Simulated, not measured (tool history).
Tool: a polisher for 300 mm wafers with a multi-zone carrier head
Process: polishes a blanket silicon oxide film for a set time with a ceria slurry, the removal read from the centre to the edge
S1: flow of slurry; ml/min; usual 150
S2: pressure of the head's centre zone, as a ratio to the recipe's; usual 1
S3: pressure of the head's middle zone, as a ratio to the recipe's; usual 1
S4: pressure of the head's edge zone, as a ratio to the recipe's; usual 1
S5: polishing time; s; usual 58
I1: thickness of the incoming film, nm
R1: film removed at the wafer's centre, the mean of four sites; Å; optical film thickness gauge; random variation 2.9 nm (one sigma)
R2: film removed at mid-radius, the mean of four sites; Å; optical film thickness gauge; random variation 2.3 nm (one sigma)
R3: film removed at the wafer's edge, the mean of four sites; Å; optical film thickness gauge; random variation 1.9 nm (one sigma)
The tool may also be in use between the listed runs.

run   hour   S1    S2    S3    S4  S5     I1    R1    R2    R3
  1      0  150     1     1     1  58  730.5  2215  2257  2284
      27.1  -- worn pad replaced by a new one
  2   36.6  150     1     1     1  58  734.1  2175  2218  2233
  3  129.3  150     1     1     1  58  731.3  2144  2170  2254
  4  186.8  150  0.91     1     1  58  741.8  1989  2125  2215
     213.5  -- worn pad replaced by a new one
  5    251  150     1     1     1  58  725.9  2089  2127  2219
     261.1  -- carrier head's membrane replaced by a new one
  6  314.9  150     1     1     1  58  722.7  2095  2121  2141
     335.1  -- centre zone pressure recalibrated
     375.8  -- worn pad replaced by a new one
  7  390.5  150     1     1     1  58    729  2003  2061  2161
     392.2  -- slurry nozzle cleaned
  8  490.6  150     1     1     1  58  714.3  2289  2337  2346
     521.7  -- edge zone pressure recalibrated
     522.2  -- worn pad replaced by a new one
  9  576.2  175     1  1.11  1.05  50  724.1  2103  2262  2098
 10  631.2  105     1     1     1  58  730.3  2001  2111  2176
 11  679.4  170     1  1.05  0.92  70  723.9  2845  2951  2770
     711.5  -- worn pad replaced by a new one
 12  749.7  150     1     1  1.03  58  732.6  2236  2308  2349
 13  797.5  150   1.1  1.09  0.94  58  728.5  2376  2394  2248
 14  834.6  150  1.06   1.1     1  58  724.2  2391  2398  2313

3 ways to go on from here, each from the tool as it stands after run 14. What would each give?
  A   835  150     1     1     1  58  729.9   ?   ?   ?
  B   835  150  1.04   1.1  0.94  68  729.9   ?   ?   ?
  C   835  150     1  0.97     1  58  729.9   ?   ?   ?

run    R1    R2    R3
  A  2224  2271  2280
  B  2699  2887  2592
  C  2223  2213  2281
Without the tool's hidden state the same runs would have given:
run    R1    R2    R3
  A  2365  2398  2370
  B  2870  3049  2694
  C  2365  2337  2371

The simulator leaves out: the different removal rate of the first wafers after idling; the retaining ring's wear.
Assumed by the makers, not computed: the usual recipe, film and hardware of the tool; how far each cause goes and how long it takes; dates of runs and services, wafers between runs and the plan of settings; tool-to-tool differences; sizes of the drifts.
